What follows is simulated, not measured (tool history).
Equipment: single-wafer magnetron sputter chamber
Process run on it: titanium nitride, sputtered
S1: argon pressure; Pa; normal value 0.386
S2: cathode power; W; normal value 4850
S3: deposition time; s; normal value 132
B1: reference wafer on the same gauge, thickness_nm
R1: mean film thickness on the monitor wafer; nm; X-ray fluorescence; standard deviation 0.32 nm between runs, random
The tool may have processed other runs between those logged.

Run 1, hour 0: usual settings; B1 118.009. Result: R1 117.178 nm.
Run 2, hour 17.6: usual settings but S2 5250 W; B1 118.009. Result: R1 126.539 nm.
Run 3, hour 25: usual settings but S2 5250 W; B1 117.917. Result: R1 126.164 nm.
Run 4, hour 31.2: usual settings but S1 0.338 Pa, S3 147 s; B1 118.112. Result: R1 131.706 nm.
Run 5, hour 49.1: usual settings but S1 0.338 Pa, S3 147 s; B1 118.018. Result: R1 131.9 nm.
Run 6, hour 62.1: usual settings but S1 0.338 Pa, S3 147 s; B1 117.993. Result: R1 131.12 nm.
Run 7, hour 69.8: usual settings but S2 5450 W; B1 117.962. Result: R1 131.013 nm.
Run 8, hour 122.8: usual settings but S2 5450 W; B1 117.918. Result: R1 129.694 nm.
At hour 130.1: gauge calibrated.
Run 9, hour 135.6: usual settings but S2 5450 W; B1 117.91. Result: R1 129.892 nm.
Run 10, hour 146.5: usual settings; B1 118.033. Result: R1 115.218 nm.
Run 11, hour 154.6: usual settings but S1 0.503 Pa, S2 4300 W, S3 108 s; B1 117.978. Result: R1 80.801 nm.
At hour 165.4: sputter target and shields replaced.
Run 12, hour 165.9: usual settings but S1 0.462 Pa, S2 5450 W; B1 118.047. Result: R1 119.89 nm.
Run 13, hour 175: usual settings but S2 4400 W, S3 108 s; B1 117.933. Result: R1 80.879 nm.
Run 14, hour 184.6: usual settings; B1 118.069. Result: R1 108.938 nm.
At hour 194.3: capacitance manometer re-zeroed and calibrated.
At hour 196: magnet pack replaced.
At hour 202.3: sputter target and shields replaced, repeated, since the last time left the tool worse.
Run 15, hour 202.8: usual settings but S3 118 s; B1 117.899. Result: R1 109.625 nm.
Run 16, hour 204.6: usual settings but S2 5200 W, S3 156 s; B1 118.129. Result: R1 155.562 nm.
Run 17, hour 217.4: usual settings but S1 0.259 Pa, S2 3850 W, S3 140 s; B1 118.017. Result: R1 107.905 nm.
Run 18, hour 225.4: usual settings but S2 6050 W, S3 149 s; B1 118.034. Result: R1 172.799 nm.
Run 19, hour 236.9: usual settings but S1 0.252 Pa; B1 117.898. Result: R1 128.421 nm.
Run 20, hour 252.3: usual settings; B1 118.052. Result: R1 123.01 nm.
Run 21, hour 266.3: usual settings but S3 110 s; B1 118.128. Result: R1 101.698 nm.

Measured result minus the same run's result without the hidden state. Both carry the same run-to-run variation, though not necessarily the same gauge scatter:
The hidden state here: deposition rate above that of a new target (%); true argon pressure above the setpoint (%); gauge reads high (%).
run       R1
  1   -6.373
  2   -7.139
  3   -7.225
  4   -7.637
  5   -7.923
  6   -8.074
  7   -8.186
  8   -8.912
  9   -9.122
 10   -8.241
 11   -5.857
 12  -15.715
 13    -10.7
 14   -14.55
 15   -0.232
 16   -0.357
 17   -0.392
 18   -0.772
 19   -0.729
 20   -0.896
 21    -0.89

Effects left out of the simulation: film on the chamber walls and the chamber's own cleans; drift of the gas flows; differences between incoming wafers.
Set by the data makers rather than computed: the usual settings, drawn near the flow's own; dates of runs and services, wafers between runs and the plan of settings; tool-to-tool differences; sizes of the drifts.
